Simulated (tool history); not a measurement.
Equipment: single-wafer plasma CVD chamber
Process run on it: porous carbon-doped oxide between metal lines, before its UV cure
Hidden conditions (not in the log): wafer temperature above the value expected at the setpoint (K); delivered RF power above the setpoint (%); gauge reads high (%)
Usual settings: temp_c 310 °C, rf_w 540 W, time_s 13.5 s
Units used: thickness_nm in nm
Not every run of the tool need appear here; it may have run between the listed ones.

run   hour  temp_c  rf_w  time_s  wafers since the last listed run  hours since the last thermocouple change  hours since the last RF generator calibration  hours since the showerhead was replaced  hours since the gauge calibration  read-back reference wafer on the same gauge, thickness_nm  thickness_nm
  1      0     310   540    13.5                                 0                                    1169.7                                         1071.5                                   3042.3                               97.7                                                     80.396        71.559
  2   10.9     310   540    13.5                               464                                    1180.6                                         1082.4                                   3053.2                              108.6                                                     80.398         71.62
  3   19.2     310   540    13.5                               353                                    1188.9                                         1090.7                                   3061.5                              116.9                                                     80.391        71.522
  4   28.6     310   540    13.5                               400                                    1198.3                                         1100.1                                   3070.9                              126.3                                                     80.407        71.423
  5   45.9     310   540    13.5                               736                                    1215.6                                         1117.4                                   3088.2                              143.6                                                     80.399        71.223
  6   62.7     310   540    13.5                               715                                    1232.4                                         1134.2                                     3105                              160.4                                                     80.418        70.984
  7   79.7     310   540    13.5                               724                                    1249.4                                         1151.2                                     3122                              177.4                                                     80.401        70.894
  8   88.6     310   540    13.5                               379                                    1258.3                                         1160.1                                   3130.9                              186.3                                                     80.399        70.796
  9   96.9     298   540    12.1                               353                                    1266.6                                         1168.4                                   3139.2                              194.6                                                     80.381        68.296
 10  109.2     298   540    12.1                               523                                    1278.9                                         1180.7                                   3151.5                              206.9                                                     80.435        68.224
     110.2  -- gauge calibrated
     130.5  -- RF generator calibrated
     131.6  -- showerhead replaced
 11  132.1     296   595    14.6                               590                                    1301.8                                            1.6                                      0.5                               21.9                                                     80.378        97.134
 12  136.5     310   540    15.2                               187                                    1306.2                                              6                                      4.9                               26.3                                                     80.397        85.041
     152.8  -- thermocouple changed; heater temperature recalibrated
 13  153.3     316   580    11.1                               374                                       0.5                                           22.8                                     21.7                               43.1                                                     80.402        65.948

For run 14, what comes out?
 14  159.1     310   570    15.3                               247                                       6.3                                           28.6                                     27.5                               48.9                                                          ?             ?

read-back reference wafer on the same gauge, thickness_nm: 80.404
thickness_nm: 91.688 nm
The same run, on a tool lacking any hidden state, would have yielded thickness_nm 92.433 nm.
